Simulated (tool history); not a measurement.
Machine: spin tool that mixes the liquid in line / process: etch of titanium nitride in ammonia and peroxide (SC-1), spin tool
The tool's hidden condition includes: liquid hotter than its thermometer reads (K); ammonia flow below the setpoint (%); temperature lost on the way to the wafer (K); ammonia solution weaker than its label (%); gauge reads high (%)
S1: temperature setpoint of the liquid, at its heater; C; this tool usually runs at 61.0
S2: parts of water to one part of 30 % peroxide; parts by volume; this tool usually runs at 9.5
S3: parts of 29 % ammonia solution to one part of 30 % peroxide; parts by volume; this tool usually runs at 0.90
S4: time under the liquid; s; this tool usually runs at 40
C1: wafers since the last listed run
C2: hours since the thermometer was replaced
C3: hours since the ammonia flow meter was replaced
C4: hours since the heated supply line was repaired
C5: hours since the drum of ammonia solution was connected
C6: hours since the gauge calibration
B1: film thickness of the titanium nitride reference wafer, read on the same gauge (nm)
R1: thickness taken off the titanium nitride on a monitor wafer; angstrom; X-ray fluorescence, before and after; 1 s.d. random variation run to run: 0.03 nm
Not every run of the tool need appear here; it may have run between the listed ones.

run,hour,S1,S2,S3,S4,C1,C2,C3,C4,C5,C6,B1,R1
1,0.0,61.0,9.5,0.90,40,0,2449.9,358.0,574.4,666.4,19.7,129.95,90.4
2,17.2,61.0,9.5,0.90,40,138,2467.1,375.2,591.6,683.6,36.9,130.01,90.9
3,24.6,61.0,9.5,0.90,40,59,2474.5,382.6,599.0,691.0,44.3,130.00,90.8
4,37.1,55.5,9.5,0.90,40,100,2487.0,395.1,611.5,703.5,56.8,130.02,63.3
5,49.8,55.5,9.5,0.90,40,102,2499.7,407.8,624.2,716.2,69.5,129.99,62.9
6,60.7,61.0,9.5,0.90,20,87,2510.6,418.7,635.1,727.1,80.4,130.00,45.4
# hour 76.4: ammonia flow meter replaced
7,76.8,61.0,9.5,0.90,40,121,2526.7,0.4,651.2,743.2,96.5,129.99,90.9
# hour 89.6: heated supply line repaired
8,93.3,61.0,9.5,0.90,40,124,2543.2,16.9,3.7,759.7,113.0,129.95,90.7
9,109.9,61.0,9.5,0.90,40,133,2559.8,33.5,20.3,776.3,129.6,130.00,91.0
10,119.3,61.0,9.5,0.90,30,75,2569.2,42.9,29.7,785.7,139.0,130.00,68.6
11,131.9,61.0,9.5,0.60,40,101,2581.8,55.5,42.3,798.3,151.6,130.02,85.1
# hour 136.0: thermometer replaced
# hour 138.4: gauge calibrated
12,142.9,61.0,9.5,0.90,40,80,6.9,66.5,53.3,809.3,4.5,130.00,90.7
# hour 145.0: new drum of ammonia solution connected
13,153.5,53.0,9.5,1.20,40,77,17.5,77.1,63.9,8.5,15.1,129.97,55.6
14,164.7,57.0,6.5,1.05,30,90,28.7,88.3,75.1,19.7,26.3,129.99,64.0
15,182.6,61.0,9.5,0.90,60,143,46.6,106.2,93.0,37.6,44.2,130.03,137.0
16,189.1,61.0,9.5,0.90,40,52,53.1,112.7,99.5,44.1,50.7,129.99,91.0
17,202.4,70.0,9.5,0.90,50,106,66.4,126.0,112.8,57.4,64.0,129.98,200.8

3 ways to go on from here, each from the tool as it stands after run 17. What would each give?
A,202.8,61.0,7.0,0.90,40,3,66.8,126.4,113.2,57.8,64.4,?,?
B,202.8,61.0,9.5,0.90,15,3,66.8,126.4,113.2,57.8,64.4,?,?
C,202.8,61.0,5.5,0.90,20,3,66.8,126.4,113.2,57.8,64.4,?,?

run,B1,R1
A,130.01,105.2
B,130.01,34.0
C,130.01,58.8
With no hidden state in the tool, these same runs would have given:
run,R1
A,105.2
B,34.0
C,58.8

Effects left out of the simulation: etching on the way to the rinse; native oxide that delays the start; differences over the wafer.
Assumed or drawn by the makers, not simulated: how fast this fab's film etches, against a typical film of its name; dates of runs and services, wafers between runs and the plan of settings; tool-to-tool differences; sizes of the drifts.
